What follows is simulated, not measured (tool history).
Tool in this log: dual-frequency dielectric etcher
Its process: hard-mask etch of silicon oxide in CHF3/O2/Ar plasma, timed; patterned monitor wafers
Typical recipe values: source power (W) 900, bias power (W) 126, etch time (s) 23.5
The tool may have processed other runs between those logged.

run,day,source power (W),bias power (W),etch time (s),"read-back reference wafer on the same gauge, depth_nm",mean etch depth across the wafer (angstrom)
1,0,900,126,21,56.35,424.3
2,1.129,900,126,21,56.42,425.3
3,3.292,900,108,23.5,56.39,454.4
4,5.283,900,108,23.5,56.38,453.5
5,7.85,900,126,23.5,56.35,473.2
6,10.529,900,126,23.5,56.39,467.1
# day 12.579: wet clean of the chamber
7,12.6,900,126,23.5,56.5,495.9
8,14.642,900,126,23.5,56.38,489.1
9,17.496,900,126,23.5,56.31,490.8
10,19.575,900,126,23.5,56.47,484.9
# day 21.688: upper electrode replaced
11,21.708,900,126,23.5,56.37,481.3
12,23.217,900,117,23.5,56.36,474.1
13,24.754,850,126,27,56.4,542
# day 26.429: gauge calibrated
14,27.396,850,126,27,56.35,541.1
15,29.067,900,126,23.5,56.41,479.3
16,30.392,900,126,23.5,56.51,478.8
17,31.646,1050,154,23.5,56.36,537.6
18,32.979,1050,154,23.5,56.42,531.6
19,35.208,900,126,23.5,56.38,472
# day 36.108: source power generator calibrated
20,36.621,830,110,25.5,56.3,479.6
# day 38.275: wet clean of the chamber
21,38.558,830,110,25.5,56.4,494.7
22,41.333,1110,147,17.5,56.31,412.2
23,42.604,720,105,23.5,56.41,423.6
24,44.412,740,126,18.5,56.38,350.3
# day 45.3: bias power generator calibrated
25,46.708,790,152,18,56.38,370.3
26,47.846,830,126,27.5,56.43,544.8
27,50.592,1020,126,21,56.37,451
28,53.067,980,126,23.5,56.48,491.8
29,54.162,1060,115,20.5,56.5,432
30,60.783,1070,126,19,56.36,407.3
# day 62.475: wet clean of the chamber
31,63.483,680,126,19.5,56.39,362.9

Each row is a separate what-if for the run after 31, all from the same tool condition, not one after another. Results?
A,63.5,900,126,23.5,?,?
B,63.5,980,143,26.5,?,?
C,63.5,1070,144,30,?,?

run,"read-back reference wafer on the same gauge, depth_nm",mean etch depth across the wafer (angstrom)
A,56.32,483.3
B,56.32,583.5
C,56.32,684.9
Without the tool's unlogged condition, the same runs would have read:
run,mean etch depth across the wafer (angstrom)
A,484.3
B,584.6
C,686.2
